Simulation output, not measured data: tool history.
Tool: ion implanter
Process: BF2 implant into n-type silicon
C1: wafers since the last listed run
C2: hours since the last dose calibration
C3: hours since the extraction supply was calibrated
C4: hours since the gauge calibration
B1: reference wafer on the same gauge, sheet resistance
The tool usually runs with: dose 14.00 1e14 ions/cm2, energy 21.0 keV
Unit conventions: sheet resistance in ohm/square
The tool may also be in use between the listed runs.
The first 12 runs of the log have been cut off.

run 13 day=23.604 | dose=14.00 energy=21.0 | C1=1089 C2=459.9 C3=4406.6 C4=1383.4 | B1=137.06 | sheet_resistance=152.97
run 14 day=26.388 | dose=17.17 energy=21.0 | C1=1300 C2=526.7 C3=4473.4 C4=1450.2 | B1=137.10 | sheet_resistance=148.14
run 15 day=28.646 | dose=17.17 energy=21.0 | C1=1054 C2=580.9 C3=4527.6 C4=1504.4 | B1=137.03 | sheet_resistance=148.53
run 16 day=30.812 | dose=14.00 energy=21.0 | C1=1012 C2=632.9 C3=4579.6 C4=1556.4 | B1=137.11 | sheet_resistance=153.43
run 17 day=32.379 | dose=14.00 energy=21.0 | C1=731 C2=670.5 C3=4617.2 C4=1594.0 | B1=137.06 | sheet_resistance=153.43
run 18 day=34.367 | dose=14.00 energy=21.0 | C1=928 C2=718.2 C3=4664.9 C4=1641.7 | B1=137.02 | sheet_resistance=152.98
run 19 day=35.496 | dose=16.46 energy=26.5 | C1=527 C2=745.3 C3=4692.0 C4=1668.8 | B1=137.12 | sheet_resistance=130.94
-- day=35.742 gauge calibrated
run 20 day=38.296 | dose=18.09 energy=24.5 | C1=1307 C2=812.5 C3=4759.2 C4=61.3 | B1=136.99 | sheet_resistance=134.87
run 21 day=40.646 | dose=14.00 energy=21.0 | C1=1097 C2=868.9 C3=4815.6 C4=117.7 | B1=137.04 | sheet_resistance=153.17
-- day=41.362 extraction supply calibrated
run 22 day=42.288 | dose=12.00 energy=15.0 | C1=611 C2=908.3 C3=22.2 C4=157.1 | B1=136.98 | sheet_resistance=190.61
-- day=45.533 Faraday cup replaced and dose calibrated
run 23 day=45.554 | dose=11.71 energy=24.5 | C1=1370 C2=0.5 C3=100.6 C4=235.5 | B1=137.02 | sheet_resistance=148.87
run 24 day=47.438 | dose=14.00 energy=21.0 | C1=879 C2=45.7 C3=145.8 C4=280.7 | B1=137.12 | sheet_resistance=155.71
run 25 day=48.771 | dose=10.79 energy=23.5 | C1=622 C2=77.7 C3=177.8 C4=312.7 | B1=137.02 | sheet_resistance=156.22
run 26 day=50.033 | dose=12.50 energy=16.0 | C1=589 C2=108.0 C3=208.1 C4=343.0 | B1=137.00 | sheet_resistance=182.51
run 27 day=52.346 | dose=12.72 energy=27.0 | C1=1080 C2=163.5 C3=263.6 C4=398.5 | B1=137.04 | sheet_resistance=138.61
run 28 day=54.588 | dose=17.17 energy=21.0 | C1=1047 C2=217.3 C3=317.4 C4=452.3 | B1=137.00 | sheet_resistance=150.34
run 29 day=56.162 | dose=12.85 energy=27.0 | C1=735 C2=255.1 C3=355.2 C4=490.1 | B1=136.93 | sheet_resistance=138.19
run 30 day=57.912 | dose=15.72 energy=18.0 | C1=817 C2=297.1 C3=397.2 C4=532.1 | B1=137.07 | sheet_resistance=165.73
run 31 day=59.325 | dose=14.00 energy=16.0 | C1=659 C2=331.0 C3=431.1 C4=566.0 | B1=137.03 | sheet_resistance=179.05
run 32 day=60.958 | dose=14.00 energy=21.0 | C1=762 C2=370.2 C3=470.3 C4=605.2 | B1=136.95 | sheet_resistance=155.45
run 33 day=62.579 | dose=15.47 energy=21.0 | C1=757 C2=409.1 C3=509.2 C4=644.1 | B1=137.05 | sheet_resistance=152.43
run 34 day=63.862 | dose=17.62 energy=26.0 | C1=599 C2=439.9 C3=540.0 C4=674.9 | B1=137.03 | sheet_resistance=132.81
run 35 day=65.429 | dose=14.00 energy=21.0 | C1=731 C2=477.5 C3=577.6 C4=712.5 | B1=137.01 | sheet_resistance=154.94
run 36 day=67.633 | dose=16.64 energy=26.5 | C1=1029 C2=530.4 C3=630.5 C4=765.4 | B1=136.95 | sheet_resistance=132.68
run 37 day=69.362 | dose=16.41 energy=14.0 | C1=807 C2=571.9 C3=672.0 C4=806.9 | B1=136.94 | sheet_resistance=185.63

Here are 4 independent what-if runs from the current tool condition. What would each one return?
run A day=69.379 | dose=10.27 energy=21.0 | C1=7 C2=572.3 C3=672.4 C4=807.3 | B1=? | sheet_resistance=?
run B day=69.379 | dose=16.09 energy=18.5 | C1=7 C2=572.3 C3=672.4 C4=807.3 | B1=? | sheet_resistance=?
run C day=69.379 | dose=15.08 energy=28.0 | C1=7 C2=572.3 C3=672.4 C4=807.3 | B1=? | sheet_resistance=?
run D day=69.379 | dose=15.12 energy=17.0 | C1=7 C2=572.3 C3=672.4 C4=807.3 | B1=? | sheet_resistance=?

run=A B1=137.03 sheet_resistance=165.99
run=B B1=137.03 sheet_resistance=161.76
run=C B1=137.03 sheet_resistance=130.17
run=D B1=137.03 sheet_resistance=170.58
Had the tool no hidden state, the same runs would have come out as:
run=A sheet_resistance=166.79
run=B sheet_resistance=162.60
run=C sheet_resistance=130.87
run=D sheet_resistance=171.43
